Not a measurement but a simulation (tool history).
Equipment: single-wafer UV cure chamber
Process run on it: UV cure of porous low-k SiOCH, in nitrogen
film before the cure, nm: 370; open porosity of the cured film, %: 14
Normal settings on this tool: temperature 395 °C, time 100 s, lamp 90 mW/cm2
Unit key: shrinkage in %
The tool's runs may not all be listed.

run    hour  temperature  time  lamp  shrinkage
  1       0          395   100   114      7.269
  2      38          395   100    79      5.949
  3    83.1          395   100    79       5.89
      108.6  -- quartz window cleaned
  4   116.8          395   100    79      5.821
  5   164.8          395   100    90      6.352
  6   226.1          395   100    90      6.321
  7   297.3          395   100    90      6.334
  8   350.1          395   100    90      6.262
  9     379          380   100    90      6.114
 10   414.6          380   100    90      6.025
 11   462.8          395   100    90      6.234
 12   511.1          395   100    90      6.244
 13   559.2          395   100    90      6.207
 14   610.9          395    70    90       4.97
 15   669.1          395    70    90      4.989
 16   695.9          395    70    90      4.978
 17   744.2          395   100    76      5.617
      789.5  -- quartz window cleaned
 18   791.5          390   100    90      6.177
 19   940.6          390   100    90      6.083
 20   984.2          395   100    90      6.192
 21  1049.5          395   100    90      6.145
 22  1085.6          406   100   117      7.218
 23  1113.4          411   100    90      6.357
 24  1158.3          401    55   107      4.662
 25  1219.2          378    50   129      4.712
 26  1252.2          380   100   118      6.799
 27    1318          395   100    90      6.086
 28  1371.2          395   100    90      6.026
 29    1408          389   135    90       7.11
 30  1477.1          395   100   102      6.461
     1525.2  -- UV bulbs replaced
 31    1543          381   120   106      7.359
 32  1573.4          415   100    54      4.844
     1590.2  -- quartz window cleaned
 33  1644.9          400   120    90      7.031
 34  1694.5          395   100    90      6.378
 35  1759.2          395   100   126      7.601
 36  1830.3          395   100    90      6.327
 37  1860.4          395    70    90      5.146
 38  1921.8          402   100    72      5.668
 39  1985.2          390   100    90      6.259
 40  2185.7          387   130    70      6.243
 41  2241.2          408   130    90      7.355
 42  2307.1          402   100    72       5.53
     2319.8  -- quartz window cleaned
 43  2356.7          395   100    90      6.268

Measured result minus the same run's result without the hidden state. Both carry the same run-to-run variation, though not necessarily the same gauge scatter:
Hidden state present: lamp output below its setpoint, %; transmission lost against a clean window, %.
run  shrinkage
  1     -0.039
  2     -0.039
  3     -0.042
  4     -0.044
  5     -0.051
  6     -0.057
  7     -0.066
  8     -0.072
  9     -0.076
 10     -0.081
 11     -0.089
 12     -0.098
 13     -0.107
 14     -0.106
 15     -0.119
 16     -0.123
 17     -0.142
 18     -0.159
 19     -0.198
 20     -0.213
 21     -0.233
 22     -0.258
 23     -0.258
 24     -0.237
 25      -0.26
 26     -0.314
 27     -0.331
 28      -0.35
 29      -0.39
 30     -0.407
 31     -0.005
 32     -0.004
 33     -0.007
 34     -0.008
 35     -0.012
 36     -0.016
 37     -0.016
 38     -0.022
 39     -0.029
 40     -0.055
 41     -0.068
 42     -0.072
 43     -0.086
